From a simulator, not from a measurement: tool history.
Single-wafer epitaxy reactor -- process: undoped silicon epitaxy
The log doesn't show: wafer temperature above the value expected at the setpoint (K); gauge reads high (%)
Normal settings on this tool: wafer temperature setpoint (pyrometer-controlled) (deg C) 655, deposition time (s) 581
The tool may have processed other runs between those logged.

run,day,wafer temperature setpoint (pyrometer-controlled) (deg C),deposition time (s),wafers since the last listed run,hours since the last pyrometer calibration,hours since the gauge calibration,"read-back reference wafer on the same gauge, thickness_nm",mean film thickness on the monitor wafer (Å)
1,0,655,581,0,1949.4,132.2,107.121,1123.57
2,3.483,655,581,302,2033,215.8,107.406,1130.22
3,4.892,655,581,122,2066.8,249.6,107.461,1132.92
4,5.975,655,581,94,2092.8,275.6,107.491,1137.43
5,6.583,655,581,52,2107.4,290.2,107.577,1130.84
6,7.496,655,581,79,2129.3,312.1,107.587,1131.27
7,8.258,655,581,66,2147.6,330.4,107.613,1132.21
8,9.171,666,491,79,2169.5,352.3,107.631,1174.55
# day 10.438: pyrometer calibrated
9,10.525,666,491,88,2.1,384.8,107.649,1180.11
10,11.429,666,491,78,23.8,406.5,107.667,1179.67
# day 12.6: gauge calibrated
11,12.742,655,581,114,55.3,3.4,105.949,1119.35
12,13.662,655,581,80,77.4,25.5,106.204,1116.76
13,14.504,642,633,73,97.6,45.7,106.329,950.41
14,15.308,655,581,69,116.9,65,106.489,1121.35
15,19.758,655,581,387,223.7,171.8,106.985,1123.4
16,21.025,660,581,110,254.1,202.2,107.057,1242.75
17,21.917,655,669,77,275.5,223.6,107.127,1295.15
18,22.533,663,488,53,290.3,238.4,107.221,1100.41
19,23.838,655,639,113,321.6,269.7,107.249,1242.25
20,25.3,661,552,127,356.7,304.8,107.278,1206.23
21,29.025,645,512,323,446.1,394.2,107.454,823.09

Estimate the outcome of run 22 from the log above:
22,30.067,659,581,90,471.1,419.2,?,?

read-back reference wafer on the same gauge, thickness_nm: 107.447
mean film thickness on the monitor wafer (Å): 1219.54
Had the tool carried no hidden state, the very same run would have given mean film thickness on the monitor wafer (Å) 1203.15.
